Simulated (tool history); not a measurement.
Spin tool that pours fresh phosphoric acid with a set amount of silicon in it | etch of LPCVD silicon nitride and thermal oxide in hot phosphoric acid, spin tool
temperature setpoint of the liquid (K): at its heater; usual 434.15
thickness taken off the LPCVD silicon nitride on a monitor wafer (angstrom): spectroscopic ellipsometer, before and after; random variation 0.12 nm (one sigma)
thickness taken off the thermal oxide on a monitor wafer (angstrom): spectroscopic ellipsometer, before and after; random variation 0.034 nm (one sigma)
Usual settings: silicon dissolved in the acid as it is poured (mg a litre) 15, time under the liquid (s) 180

run   hour  temperature setpoint of the liquid (K)  silicon dissolved in the acid as it is poured (mg a litre)  time under the liquid (s)  read-back film thickness of the LPCVD silicon nitride reference wafer, read on the same gauge (nm)  read-back film thickness of the thermal oxide reference wafer, read on the same gauge (nm)  thickness taken off the LPCVD silicon nitride on a monitor wafer (angstrom)  thickness taken off the thermal oxide on a monitor wafer (angstrom)
  1      0                                  434.15                                                          15                        180                                                                                                 110                                                                                       70.02                                                                        188.6                                                                 3.42
  2   48.2                                  434.15                                                          15                        210                                                                                                 110                                                                                      69.989                                                                        215.8                                                                 3.86
  3   63.1                                  431.65                                                          15                        245                                                                                              109.96                                                                                      70.017                                                                        233.7                                                                 3.42
  4   70.7                                  432.65                                                          15                        225                                                                                              110.01                                                                                      70.003                                                                        223.1                                                                 3.79
  5   79.6                                  431.65                                                        23.5                        245                                                                                              109.99                                                                                      70.023                                                                        231.4                                                                 3.16
  6   88.7                                  434.15                                                          15                         95                                                                                                 110                                                                                      70.017                                                                         99.1                                                                 1.61
      90.5  -- thermometer replaced
  7  102.6                                  434.15                                                          15                        145                                                                                              109.99                                                                                      69.976                                                                        157.9                                                                 3.34
  8  115.6                                  434.15                                                          15                        105                                                                                              109.96                                                                                       70.01                                                                          114                                                                 1.93
     117.4  -- dissolved silicon flow meter replaced
  9  123.8                                  435.65                                                        25.5                        275                                                                                              110.01                                                                                          70                                                                        312.9                                                                 4.63
 10  140.7                                  434.15                                                          23                         85                                                                                              109.96                                                                                      70.003                                                                         92.3                                                                 1.04
     166.8  -- gauge calibrated
 11  185.1                                  432.65                                                           7                        215                                                                                              109.99                                                                                      70.018                                                                        221.9                                                                 4.47
 12  192.5                                  434.15                                                        19.5                         75                                                                                              110.01                                                                                      70.007                                                                         81.3                                                                 1.16
     202.5  -- heated supply line repaired
 13  239.1                                  433.15                                                          15                        180                                                                                                 110                                                                                      69.984                                                                        186.9                                                                 2.79
 14    249                                  432.15                                                          15                        180                                                                                              109.97                                                                                       70.02                                                                        180.9                                                                 3.37
 15  264.8                                  432.65                                                          15                        130                                                                                              110.01                                                                                      69.997                                                                        133.7                                                                 2.25
 16  272.6                                  433.15                                                        23.5                         85                                                                                              109.99                                                                                      69.987                                                                           89                                                                  1.1
 17  286.2                                  431.65                                                        10.5                        260                                                                                                 110                                                                                      70.004                                                                          259                                                                 4.17
 18  299.3                                  435.65                                                          10                        180                                                                                              109.99                                                                                      70.007                                                                        203.6                                                                 3.65
 19    314                                  434.15                                                          15                        180                                                                                              110.04                                                                                       69.99                                                                        192.4                                                                 3.44
 20  328.3                                  434.15                                                          15                        180                                                                                              110.03                                                                                      69.976                                                                        194.1                                                                 3.35
 21  342.6                                  432.15                                                         7.5                        140                                                                                              109.97                                                                                      70.003                                                                        140.9                                                                 2.64

5 ways to go on from here, each from the tool as it stands after run 21. What would each give?
  A  343.1                                  434.15                                                          15                        180                                                                                                   ?                                                                                           ?                                                                            ?                                                                    ?
  B  343.1                                  434.15                                                         7.5                        285                                                                                                   ?                                                                                           ?                                                                            ?                                                                    ?
  C  343.1                                  433.15                                                        18.5                        115                                                                                                   ?                                                                                           ?                                                                            ?                                                                    ?
  D  343.1                                  432.15                                                           7                        180                                                                                                   ?                                                                                           ?                                                                            ?                                                                    ?
  E  343.1                                  435.15                                                        10.5                         75                                                                                                   ?                                                                                           ?                                                                            ?                                                                    ?

run  read-back film thickness of the LPCVD silicon nitride reference wafer, read on the same gauge (nm)  read-back film thickness of the thermal oxide reference wafer, read on the same gauge (nm)  thickness taken off the LPCVD silicon nitride on a monitor wafer (angstrom)  thickness taken off the thermal oxide on a monitor wafer (angstrom)
  A                                                                                                 110                                                                                      69.997                                                                        194.3                                                                 3.15
  B                                                                                                 110                                                                                      69.997                                                                        307.7                                                                 5.93
  C                                                                                                 110                                                                                      69.997                                                                          120                                                                 1.71
  D                                                                                                 110                                                                                      69.997                                                                        181.7                                                                 3.26
  E                                                                                                 110                                                                                      69.997                                                                         83.7                                                                 1.57
Without the tool's hidden state the same runs would have given:
run  thickness taken off the LPCVD silicon nitride on a monitor wafer (angstrom)  thickness taken off the thermal oxide on a monitor wafer (angstrom)
  A                                                                        197.8                                                                 3.28
  B                                                                        313.2                                                                 6.16
  C                                                                        122.2                                                                 1.78
  D                                                                        184.9                                                                 3.39
  E                                                                         85.2                                                                 1.64

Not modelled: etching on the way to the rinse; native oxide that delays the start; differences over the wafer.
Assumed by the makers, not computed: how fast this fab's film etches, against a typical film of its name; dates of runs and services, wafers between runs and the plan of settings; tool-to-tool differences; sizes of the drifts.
